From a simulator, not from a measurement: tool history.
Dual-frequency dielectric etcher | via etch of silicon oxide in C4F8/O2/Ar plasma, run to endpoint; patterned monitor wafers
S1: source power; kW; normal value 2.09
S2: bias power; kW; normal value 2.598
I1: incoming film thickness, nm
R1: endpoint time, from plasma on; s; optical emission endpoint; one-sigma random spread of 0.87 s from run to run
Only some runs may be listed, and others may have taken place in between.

run    hour    S1     S2     I1     R1
  1       0  1.81  2.952  786.4  148.5
  2    54.5  1.81  2.952  785.2  148.3
  3   150.2  1.81  2.952  784.2  150.4
  4   212.5  2.09  3.021    795  141.6
  5   314.3  2.09  3.021    793  141.5
  6   407.5  2.09  3.021  794.3    142
  7   476.6  2.09  2.598  788.5  145.7
  8   541.3  2.09  2.598  798.1  147.2
  9   597.7  2.09  2.598  785.6  146.5
 10   694.9  2.09  2.598  797.5  146.9
 11   796.8  2.09  2.598  785.8  145.3
 12   900.2  2.09  2.598  790.1  148.2
 13   947.2  2.09  2.598  787.4  147.7
 14  1001.9  2.09  3.116    788  141.1
 15  1050.2  1.92  2.218    794  155.5
 16  1119.2  2.09  2.598    788  145.9
 17  1172.9  2.09  2.598    783  145.3
 18  1244.7  2.52  2.256  785.6  141.1
 19  1293.5  1.93  2.136  781.9  155.9
 20  1417.2  1.93  2.136  788.3  154.5
 21  1460.7  2.45  3.241  784.9  129.1
 22    1544  2.35  2.249  789.2  145.1
 23  1613.3  1.89  3.234  782.1    144
 24  1668.6  2.09  3.021  784.7  142.1
 25  1766.3  2.09  2.598  794.5  147.4
 26  1865.8  2.32  2.598  784.4  139.9
 27  1937.1   2.3  2.159  790.5  147.5

Put back what was entered between runs (6 entries, withheld): which listed runs does each sit between, and how does the hidden state differ from the listed run before to the listed run after?
After run 1, before run 2: wet clean of the chamber (hour 54)
  nothing in the hidden state changes from one run to the other
After run 9, before run 10: upper electrode replaced (hour 658.9)
  nothing in the hidden state changes from one run to the other
After run 10, before run 11: wet clean of the chamber (hour 736.3); bias power generator calibrated (hour 760.7)
  nothing in the hidden state changes from one run to the other
After run 16, before run 17: source power generator calibrated (hour 1123.5)
  nothing in the hidden state changes from one run to the other
After run 19, before run 20: wet clean of the chamber (hour 1416.7)
  nothing in the hidden state changes from one run to the other

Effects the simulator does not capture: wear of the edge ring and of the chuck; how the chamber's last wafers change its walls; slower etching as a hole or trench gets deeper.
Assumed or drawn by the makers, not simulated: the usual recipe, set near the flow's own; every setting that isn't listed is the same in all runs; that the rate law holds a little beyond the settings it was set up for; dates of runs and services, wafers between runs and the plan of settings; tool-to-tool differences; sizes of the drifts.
